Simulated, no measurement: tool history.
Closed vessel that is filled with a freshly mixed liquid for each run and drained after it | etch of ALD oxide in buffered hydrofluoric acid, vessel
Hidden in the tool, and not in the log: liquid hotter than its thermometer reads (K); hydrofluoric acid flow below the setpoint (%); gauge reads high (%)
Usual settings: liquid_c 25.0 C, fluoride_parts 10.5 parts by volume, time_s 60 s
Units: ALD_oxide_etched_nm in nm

run    hour  liquid_c  fluoride_parts  time_s  wafers since the last listed run  hours since the thermometer was replaced  hours since the hydrofluoric acid flow meter was replaced  hours since the gauge calibration  read-back film thickness of the ALD oxide reference wafer, read on the same gauge (nm)  ALD_oxide_etched_nm
  1     0.0      25.0            10.5      60                                 0                                     583.9                                                       92.9                             1377.3                                                                                   50.00                86.89
       18.0  -- thermometer replaced
  2    76.7      25.0            10.5      60                              9517                                      58.7                                                      169.6                             1454.0                                                                                   49.98                83.13
  3   166.3      26.5            10.5      60                             11265                                     148.3                                                      259.2                             1543.6                                                                                   50.00                92.53
  4   225.6      25.0            10.5      60                              7455                                     207.6                                                      318.5                             1602.9                                                                                   50.01                84.81
  5   297.8      25.0            10.5      60                              9077                                     279.8                                                      390.7                             1675.1                                                                                   50.01                85.40
  6   374.5      25.0            10.5      60                              9643                                     356.5                                                      467.4                             1751.8                                                                                   49.99                84.37
  7   445.4      25.0             9.5      60                              8914                                     427.4                                                      538.3                             1822.7                                                                                   50.01                92.24
  8   542.0      25.0            10.5      60                             12145                                     524.0                                                      634.9                             1919.3                                                                                   50.00                86.18
  9   604.8      26.0            10.5      60                              7895                                     586.8                                                      697.7                             1982.1                                                                                   49.98                91.75
      654.5  -- hydrofluoric acid flow meter replaced
      702.7  -- thermometer replaced
 10   706.7      25.0            10.5      60                             12560                                       4.0                                                       52.2                             2084.0                                                                                   50.04                84.37
 11   758.9      25.0            10.5      60                              6563                                      56.2                                                      104.4                             2136.2                                                                                   50.00                84.46
 12   801.0      25.0            10.5      60                              5293                                      98.3                                                      146.5                             2178.3                                                                                   49.99                85.08
      852.7  -- gauge calibrated
 13   888.1      25.0            10.5      60                             10950                                     185.4                                                      233.6                               35.4                                                                                   50.00                84.65
 14   976.5      25.0            10.5      60                             11114                                     273.8                                                      322.0                              123.8                                                                                   49.99                85.44
 15  1061.8      20.0             8.5      95                             10724                                     359.1                                                      407.3                              209.1                                                                                   50.01               125.03
 16  1135.5      28.0            14.0      60                              9266                                     432.8                                                      481.0                              282.8                                                                                   50.01                77.47
 17  1209.8      25.0            10.5      60                              9341                                     507.1                                                      555.3                              357.1                                                                                   49.97                86.44
 18  1261.4      29.0            10.5      60                              6487                                     558.7                                                      606.9                              408.7                                                                                   49.99               106.29
     1306.4  -- thermometer replaced
 19  1540.4      25.0            10.5      60                             34952                                     234.0                                                      885.9                              687.7                                                                                   49.97                84.63
 20  1577.4      28.5            10.5      95                              4651                                     271.0                                                      922.9                              724.7                                                                                   50.01               160.59
 21  1613.7      25.0            10.5      40                              4563                                     307.3                                                      959.2                              761.0                                                                                   49.99                56.79
     1616.5  -- hydrofluoric acid flow meter replaced
 22  1681.8      26.5            10.5      60                              8436                                     375.4                                                       65.3                              829.1                                                                                   50.00                93.17
 23  1789.1      20.0             8.5      35                             13490                                     482.7                                                      172.6                              936.4                                                                                   49.99                45.31
 24  1870.8      25.0            14.5      95                             10272                                     564.4                                                      254.3                             1018.1                                                                                   50.00               100.08
 25  1958.9      27.5            12.5      75                             11076                                     652.5                                                      342.4                             1106.2                                                                                   49.98               104.57
     1978.5  -- thermometer replaced
 26  2041.3      25.0            10.5      60                             10234                                      62.8                                                      424.8                             1188.6                                                                                   50.01                84.24

3 ways to go on from here, each from the tool as it stands after run 26. What would each give?
  A  2042.0      25.0            10.5      85                                88                                      63.5                                                      425.5                             1189.3                                                                                       ?                    ?
  B  2042.0      21.5            11.5      75                                88                                      63.5                                                      425.5                             1189.3                                                                                       ?                    ?
  C  2042.0      25.0            12.0      60                                88                                      63.5                                                      425.5                             1189.3                                                                                       ?                    ?

run  read-back film thickness of the ALD oxide reference wafer, read on the same gauge (nm)  ALD_oxide_etched_nm
  A                                                                                   50.02               116.95
  B                                                                                   50.02                77.96
  C                                                                                   50.02                72.47
Without the tool's hidden state the same runs would have given:
run  ALD_oxide_etched_nm
  A               116.19
  B                77.44
  C                72.00
